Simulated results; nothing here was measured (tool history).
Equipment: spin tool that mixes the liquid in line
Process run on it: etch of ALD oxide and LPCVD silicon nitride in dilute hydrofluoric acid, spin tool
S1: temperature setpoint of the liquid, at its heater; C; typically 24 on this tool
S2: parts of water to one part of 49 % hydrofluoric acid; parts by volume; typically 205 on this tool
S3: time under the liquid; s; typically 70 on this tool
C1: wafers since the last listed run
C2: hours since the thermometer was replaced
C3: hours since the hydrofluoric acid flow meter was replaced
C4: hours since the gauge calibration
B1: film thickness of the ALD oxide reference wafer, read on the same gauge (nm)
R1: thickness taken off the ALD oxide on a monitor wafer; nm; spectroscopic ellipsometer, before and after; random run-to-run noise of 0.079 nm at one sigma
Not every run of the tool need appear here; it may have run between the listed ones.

{"run": 1, "hour": 0.0, "S1": 24, "S2": 205, "S3": 40, "C1": 0, "C2": 1795.2, "C3": 1548.7, "C4": 624.6, "B1": 90.01, "R1": 6.35}
{"run": 2, "hour": 35.4, "S1": 24, "S2": 205, "S3": 35, "C1": 418, "C2": 1830.6, "C3": 1584.1, "C4": 660, "B1": 90.03, "R1": 5.44}
{"run": 3, "hour": 52.4, "S1": 24, "S2": 250, "S3": 70, "C1": 200, "C2": 1847.6, "C3": 1601.1, "C4": 677, "B1": 90, "R1": 8.74}
{"run": 4, "hour": 79.4, "S1": 24, "S2": 205, "S3": 80, "C1": 319, "C2": 1874.6, "C3": 1628.1, "C4": 704, "B1": 89.98, "R1": 12.68}
{"run": 5, "hour": 111.0, "S1": 22, "S2": 110, "S3": 70, "C1": 373, "C2": 1906.2, "C3": 1659.7, "C4": 735.6, "B1": 89.99, "R1": 21.2}
{"hour": 117.7, "done": "thermometer replaced"}
{"hour": 138.9, "done": "gauge calibrated"}
{"run": 6, "hour": 142.3, "S1": 24, "S2": 205, "S3": 100, "C1": 358, "C2": 24.6, "C3": 1691, "C4": 3.4, "B1": 90.01, "R1": 14.4}
{"run": 7, "hour": 157.6, "S1": 24, "S2": 150, "S3": 80, "C1": 180, "C2": 39.9, "C3": 1706.3, "C4": 18.7, "B1": 90.01, "R1": 16.9}
{"hour": 212.5, "done": "hydrofluoric acid flow meter replaced"}
{"run": 8, "hour": 214.8, "S1": 20, "S2": 205, "S3": 70, "C1": 664, "C2": 97.1, "C3": 2.3, "C4": 75.9, "B1": 90.04, "R1": 7.94}
{"run": 9, "hour": 236.5, "S1": 21, "S2": 205, "S3": 40, "C1": 256, "C2": 118.8, "C3": 24, "C4": 97.6, "B1": 90.06, "R1": 4.74}
{"run": 10, "hour": 253.3, "S1": 19, "S2": 175, "S3": 90, "C1": 198, "C2": 135.6, "C3": 40.8, "C4": 114.4, "B1": 90, "R1": 11.73}
{"run": 11, "hour": 273.4, "S1": 20.5, "S2": 205, "S3": 95, "C1": 237, "C2": 155.7, "C3": 60.9, "C4": 134.5, "B1": 89.97, "R1": 11.03}
{"run": 12, "hour": 292.9, "S1": 24, "S2": 205, "S3": 70, "C1": 230, "C2": 175.2, "C3": 80.4, "C4": 154, "B1": 89.99, "R1": 9.15}
{"run": 13, "hour": 306.3, "S1": 27.5, "S2": 205, "S3": 80, "C1": 158, "C2": 188.6, "C3": 93.8, "C4": 167.4, "B1": 90.05, "R1": 12.23}
{"run": 14, "hour": 326.6, "S1": 20, "S2": 165, "S3": 100, "C1": 239, "C2": 208.9, "C3": 114.1, "C4": 187.7, "B1": 89.99, "R1": 14.77}
{"run": 15, "hour": 352.5, "S1": 24, "S2": 205, "S3": 70, "C1": 306, "C2": 234.8, "C3": 140, "C4": 213.6, "B1": 89.99, "R1": 9.35}
{"run": 16, "hour": 369.6, "S1": 24, "S2": 205, "S3": 70, "C1": 202, "C2": 251.9, "C3": 157.1, "C4": 230.7, "B1": 90, "R1": 9.16}
{"run": 17, "hour": 388.7, "S1": 24, "S2": 270, "S3": 85, "C1": 225, "C2": 271, "C3": 176.2, "C4": 249.8, "B1": 89.99, "R1": 8.04}

Run 18 comes next. What will it give?
{"run": 18, "hour": 418.8, "S1": 24, "S2": 205, "S3": 70, "C1": 355, "C2": 301.1, "C3": 206.3, "C4": 279.9, "B1": "?", "R1": "?"}

{"run 18": {"B1": 90.05, "R1": 9.35}}
If the tool had no hidden condition, the same run with the same run-to-run variation would have returned R1 8.91 nm.
